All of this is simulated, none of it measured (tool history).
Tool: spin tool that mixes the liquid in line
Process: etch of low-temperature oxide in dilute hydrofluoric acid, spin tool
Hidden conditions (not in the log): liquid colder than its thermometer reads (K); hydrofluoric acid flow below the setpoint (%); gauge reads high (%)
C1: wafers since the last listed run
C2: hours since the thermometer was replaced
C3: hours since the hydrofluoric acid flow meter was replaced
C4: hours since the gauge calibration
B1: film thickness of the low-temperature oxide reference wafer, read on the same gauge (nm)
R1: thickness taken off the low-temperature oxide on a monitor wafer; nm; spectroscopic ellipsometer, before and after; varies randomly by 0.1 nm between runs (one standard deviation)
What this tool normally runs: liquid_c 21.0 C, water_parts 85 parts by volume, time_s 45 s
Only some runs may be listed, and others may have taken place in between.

Run 1, day 0.000: usual settings but time_s 60 s; C1 0; C2 816.9; C3 893.0; C4 678.0; B1 129.99. Result: R1 13.87 nm.
Run 2, day 3.000: usual settings; C1 1257; C2 888.9; C3 965.0; C4 750.0; B1 130.01. Result: R1 10.33 nm.
Run 3, day 5.017: usual settings; C1 845; C2 937.3; C3 1013.4; C4 798.4; B1 130.03. Result: R1 10.23 nm.
Run 4, day 7.325: usual settings; C1 967; C2 992.7; C3 1068.8; C4 853.8; B1 130.01. Result: R1 10.39 nm.
Run 5, day 9.483: usual settings; C1 905; C2 1044.5; C3 1120.6; C4 905.6; B1 130.01. Result: R1 10.22 nm.
Run 6, day 11.529: usual settings; C1 857; C2 1093.6; C3 1169.7; C4 954.7; B1 130.01. Result: R1 10.31 nm.
Run 7, day 13.779: usual settings but liquid_c 19.0 C, time_s 50 s; C1 943; C2 1147.6; C3 1223.7; C4 1008.7; B1 130.03. Result: R1 10.41 nm.
Run 8, day 16.329: usual settings but liquid_c 19.0 C, time_s 50 s; C1 1069; C2 1208.8; C3 1284.9; C4 1069.9; B1 129.98. Result: R1 10.55 nm.
Run 9, day 17.958: usual settings but water_parts 55 parts by volume; C1 683; C2 1247.9; C3 1324.0; C4 1109.0; B1 130.02. Result: R1 16.72 nm.
Run 10, day 19.075: usual settings but liquid_c 19.5 C, time_s 30 s; C1 468; C2 1274.7; C3 1350.8; C4 1135.8; B1 130.04. Result: R1 6.33 nm.
Run 11, day 20.375: usual settings but liquid_c 19.5 C, time_s 30 s; C1 545; C2 1305.9; C3 1382.0; C4 1167.0; B1 130.01. Result: R1 6.32 nm.
Run 12, day 22.942: usual settings; C1 1076; C2 1367.5; C3 1443.6; C4 1228.6; B1 129.96. Result: R1 10.20 nm.
Run 13, day 25.888: usual settings but water_parts 120 parts by volume; C1 1235; C2 1438.2; C3 1514.3; C4 1299.3; B1 130.01. Result: R1 6.78 nm.
At day 27.192: thermometer replaced.
Run 14, day 27.796: usual settings; C1 782; C2 14.5; C3 1560.1; C4 1345.1; B1 129.98. Result: R1 10.64 nm.
At day 28.017: gauge calibrated.
Run 15, day 30.171: usual settings but liquid_c 19.0 C, water_parts 75 parts by volume, time_s 30 s; C1 995; C2 71.5; C3 1617.1; C4 51.7; B1 130.00. Result: R1 7.50 nm.
Run 16, day 31.238: usual settings but liquid_c 17.0 C, water_parts 60 parts by volume, time_s 50 s; C1 447; C2 97.1; C3 1642.7; C4 77.3; B1 130.00. Result: R1 14.50 nm.
Run 17, day 33.142: usual settings but liquid_c 25.0 C, time_s 65 s; C1 798; C2 142.8; C3 1688.4; C4 123.0; B1 130.02. Result: R1 17.76 nm.
Run 18, day 35.317: usual settings; C1 911; C2 195.0; C3 1740.6; C4 175.2; B1 130.00. Result: R1 10.43 nm.
Run 19, day 37.862: usual settings; C1 1067; C2 256.1; C3 1801.7; C4 236.3; B1 129.98. Result: R1 10.48 nm.
Run 20, day 39.992: usual settings; C1 892; C2 307.2; C3 1852.8; C4 287.4; B1 129.99. Result: R1 10.66 nm.
Run 21, day 42.642: usual settings but liquid_c 17.0 C, water_parts 50 parts by volume, time_s 35 s; C1 1111; C2 370.8; C3 1916.4; C4 351.0; B1 130.00. Result: R1 12.32 nm.
Run 22, day 44.388: usual settings but liquid_c 18.0 C; C1 732; C2 412.7; C3 1958.3; C4 392.9; B1 129.96. Result: R1 9.26 nm.
Run 23, day 46.762: usual settings; C1 995; C2 469.7; C3 2015.3; C4 449.9; B1 129.98. Result: R1 10.30 nm.
Run 24, day 49.596: usual settings but liquid_c 24.0 C, time_s 55 s; C1 1188; C2 537.7; C3 2083.3; C4 517.9; B1 130.02. Result: R1 14.32 nm.
Run 25, day 51.108: usual settings but water_parts 120 parts by volume, time_s 70 s; C1 634; C2 574.0; C3 2119.6; C4 554.2; B1 130.01. Result: R1 11.04 nm.
Run 26, day 53.262: usual settings; C1 903; C2 625.7; C3 2171.3; C4 605.9; B1 129.97. Result: R1 10.61 nm.
At day 54.675: hydrofluoric acid flow meter replaced.
Run 27, day 56.258: usual settings but liquid_c 25.5 C, water_parts 70 parts by volume, time_s 55 s; C1 1238; C2 697.6; C3 38.0; C4 677.8; B1 129.99. Result: R1 19.05 nm.
Run 28, day 57.458: usual settings; C1 503; C2 726.4; C3 66.8; C4 706.6; B1 130.00. Result: R1 10.56 nm.
Run 29, day 60.125: usual settings but time_s 55 s; C1 1118; C2 790.4; C3 130.8; C4 770.6; B1 130.00. Result: R1 12.68 nm.
Run 30, day 63.042: usual settings but liquid_c 17.5 C; C1 1222; C2 860.4; C3 200.8; C4 840.6; B1 130.02. Result: R1 8.93 nm.
Run 31, day 70.658: usual settings but liquid_c 22.5 C, water_parts 70 parts by volume; C1 3193; C2 1043.2; C3 383.6; C4 1023.4; B1 130.00. Result: R1 13.66 nm.
Run 32, day 73.442: usual settings but liquid_c 24.0 C; C1 1167; C2 1110.0; C3 450.4; C4 1090.2; B1 129.99. Result: R1 11.47 nm.
At day 76.025: gauge calibrated.
Run 33, day 76.417: usual settings; C1 1247; C2 1181.4; C3 521.8; C4 9.4; B1 130.01. Result: R1 10.30 nm.

What differs in the tool's unlogged condition from the final listed run ahead of each entry between runs to the first listed run following it?
After run 13, before run 14: thermometer replaced (day 27.192)
  liquid colder than its thermometer reads (K): 1.11 -> 0.117
  measured less the result without the state, R1: -0.32 -> -0.05 nm
After run 14, before run 15: gauge calibrated (day 28.017)
  liquid colder than its thermometer reads (K): 0.117 -> 0.16
  measured less the result without the state, R1: -0.05 -> -0.05 nm
After run 26, before run 27: hydrofluoric acid flow meter replaced (day 54.675)
  liquid colder than its thermometer reads (K): 0.581 -> 0.636
  measured less the result without the state, R1: -0.26 -> -0.50 nm
After run 32, before run 33: gauge calibrated (day 76.025)
  liquid colder than its thermometer reads (K): 0.949 -> 1
  measured less the result without the state, R1: -0.45 -> -0.43 nm

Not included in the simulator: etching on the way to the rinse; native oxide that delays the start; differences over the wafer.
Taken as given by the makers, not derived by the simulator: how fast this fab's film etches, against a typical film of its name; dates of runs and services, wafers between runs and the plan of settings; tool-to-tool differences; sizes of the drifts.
